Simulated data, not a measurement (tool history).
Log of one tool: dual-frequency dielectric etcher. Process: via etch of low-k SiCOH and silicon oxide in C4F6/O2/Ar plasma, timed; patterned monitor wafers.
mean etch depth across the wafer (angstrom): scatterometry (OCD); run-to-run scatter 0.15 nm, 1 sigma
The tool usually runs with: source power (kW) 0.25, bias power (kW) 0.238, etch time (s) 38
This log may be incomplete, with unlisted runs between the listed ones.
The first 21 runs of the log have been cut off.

run	hour	source power (kW)	bias power (kW)	etch time (s)	wafers since the last listed run	hours since the last wet clean	hours since the last source power generator calibration	hours since the last bias power generator calibration	hours since the last upper electrode change	hours since the gauge calibration	read-back reference wafer on the same gauge, depth_nm	mean etch depth across the wafer (angstrom)
22	982	0.2	0.238	38	454	110.6	1166.9	437.4	796	986.2	90.8	922
23	1048.5	0.28	0.195	29.5	529	177.1	1233.4	503.9	862.5	1052.7	90.8	743
24	1082.6	0.25	0.238	38	271	211.2	1267.5	538	896.6	1086.8	90.8	964
25	1109.8	0.25	0.238	38	216	238.4	1294.7	565.2	923.8	1114	90.8	959
26	1164	0.25	0.275	38	431	292.6	1348.9	619.4	978	1168.2	90.8	984
27	1218.9	0.25	0.186	38	437	347.5	1403.8	674.3	1032.9	1223.1	90.7	918
28	1279.7	0.19	0.238	49	484	408.3	1464.6	735.1	1093.7	1283.9	90.8	1164
# hour 1344.9: wet clean of the chamber
29	1350.2	0.22	0.275	32.5	370	5.3	1535.1	805.6	1164.2	1354.4	90.8	826
30	1401.5	0.27	0.238	38	408	56.6	1586.4	856.9	1215.5	1405.7	90.8	983

What if the next run were any one of these 4? Each begins from the tool's condition after run 30:
A	1401.9	0.23	0.238	38	3	57	1586.8	857.3	1215.9	1406.1	?	?
B	1401.9	0.25	0.253	38	3	57	1586.8	857.3	1215.9	1406.1	?	?
C	1401.9	0.25	0.263	42.5	3	57	1586.8	857.3	1215.9	1406.1	?	?
D	1401.9	0.29	0.258	29	3	57	1586.8	857.3	1215.9	1406.1	?	?

run	read-back reference wafer on the same gauge, depth_nm	mean etch depth across the wafer (angstrom)
A	90.8	949
B	90.8	977
C	90.8	1100
D	90.8	774
With no hidden state in the tool, these same runs would have given:
run	mean etch depth across the wafer (angstrom)
A	955
B	983
C	1107
D	779
